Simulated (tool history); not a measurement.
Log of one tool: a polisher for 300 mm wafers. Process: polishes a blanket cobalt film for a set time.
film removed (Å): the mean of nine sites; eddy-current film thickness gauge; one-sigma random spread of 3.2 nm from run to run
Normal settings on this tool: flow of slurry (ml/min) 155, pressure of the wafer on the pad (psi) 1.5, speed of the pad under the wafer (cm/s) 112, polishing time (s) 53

run     day  flow of slurry (ml/min)  pressure of the wafer on the pad (psi)  speed of the pad under the wafer (cm/s)  polishing time (s)  incoming thickness of the incoming film, nm  film removed (Å)
  1       0                      155                                     1.5                                      112                  53                                       1040.4              2124
      1.617  -- worn pad replaced by a new one
  2   3.238                      155                                     1.5                                      138                  53                                         1030              2691
  3   4.008                      155                                     1.5                                      112                  53                                       1039.4              2171
  4   4.533                      155                                     1.5                                      112                  53                                       1053.4              2146
  5   5.496                      155                                     1.5                                      112                  53                                       1041.1              2172
      5.733  -- slurry nozzle cleaned
  6   6.275                      155                                     1.5                                      112                  53                                       1053.9              2130
  7   7.592                      155                                     1.5                                      112                  53                                       1051.5              2140
  8   9.029                      185                                     1.5                                      112                  53                                       1043.3              2257
  9   9.904                      155                                     1.5                                      112                  53                                       1029.8              2157
     10.479  -- worn pad replaced by a new one
 10  10.792                      155                                     1.5                                       92                  53                                       1049.2              1807
 11  14.625                      155                                     1.5                                       92                  53                                       1035.9              1794
 12  15.683                      155                                     1.5                                       92                  53                                       1025.5              1764
     16.421  -- slurry nozzle cleaned
 13  16.896                      170                                     1.5                                      112                  53                                       1025.1              2183
 14  17.733                      100                                     1.5                                      112                  53                                       1029.8              1923
 15  18.383                      155                                     1.5                                      112                  60                                       1030.7              2428
 16  19.454                      190                                     1.3                                      100                  68                                       1046.9              2386
 17  20.038                      155                                     1.2                                      112                  53                                       1047.1              1896
     20.804  -- worn pad replaced by a new one
 18  22.538                      155                                     1.5                                      112                  53                                       1036.2              2110
 19  23.175                      170                                     1.5                                      112                  53                                       1020.9              2206
 20  24.367                      205                                     1.5                                      112                  59                                       1046.8              2554
 21  24.958                      155                                     1.5                                      112                  53                                       1059.5              2210
 22  26.075                      155                                     1.9                                      144                  53                                       1047.1              3222
 23  27.062                      125                                     1.5                                      134                  53                                         1037              2451
 24  27.654                      170                                     1.3                                      142                  69                                       1037.9              3252
 25  28.167                      155                                     1.5                                      124                  53                                       1037.8              2374
     28.475  -- slurry nozzle cleaned
     28.838  -- head pressure recalibrated
     29.692  -- worn pad replaced by a new one
 26  29.712                      120                                     1.7                                      112                  53                                       1053.1              2242
 27  31.112                      205                                     1.1                                      126                  53                                         1022              2064
 28  31.804                      155                                     1.5                                      102                  44                                       1043.6              1627
 29  32.896                      155                                     1.5                                      112                  53                                       1015.4              2158
 30  34.358                      115                                     1.3                                      112                  53                                       1056.3              1862
 31  35.583                      155                                     1.5                                      112                  53                                       1028.9              2164
 32  37.071                      155                                     1.5                                      112                  53                                       1042.1              2197
 33  37.725                      175                                     1.5                                      112                  53                                       1062.8              2233
     38.771  -- worn pad replaced by a new one
     38.804  -- slurry nozzle cleaned
 34  38.825                      180                                     1.1                                      100                  53                                       1020.5              1619
 35  40.242                      105                                     1.5                                       88                  53                                       1029.6              1574
 36  40.971                      155                                     1.9                                      112                  53                                         1054              2533
 37  41.654                      155                                     1.6                                      112                  53                                       1052.3              2203

For each run, what was the tool's unlogged condition?
removal rate lost through wear of the pad, %: 0 across all the runs
slurry flow missing at the pad, %: 0 across all the runs
deviation of the head's pressure from its setpoint, %: 0 across all the runs

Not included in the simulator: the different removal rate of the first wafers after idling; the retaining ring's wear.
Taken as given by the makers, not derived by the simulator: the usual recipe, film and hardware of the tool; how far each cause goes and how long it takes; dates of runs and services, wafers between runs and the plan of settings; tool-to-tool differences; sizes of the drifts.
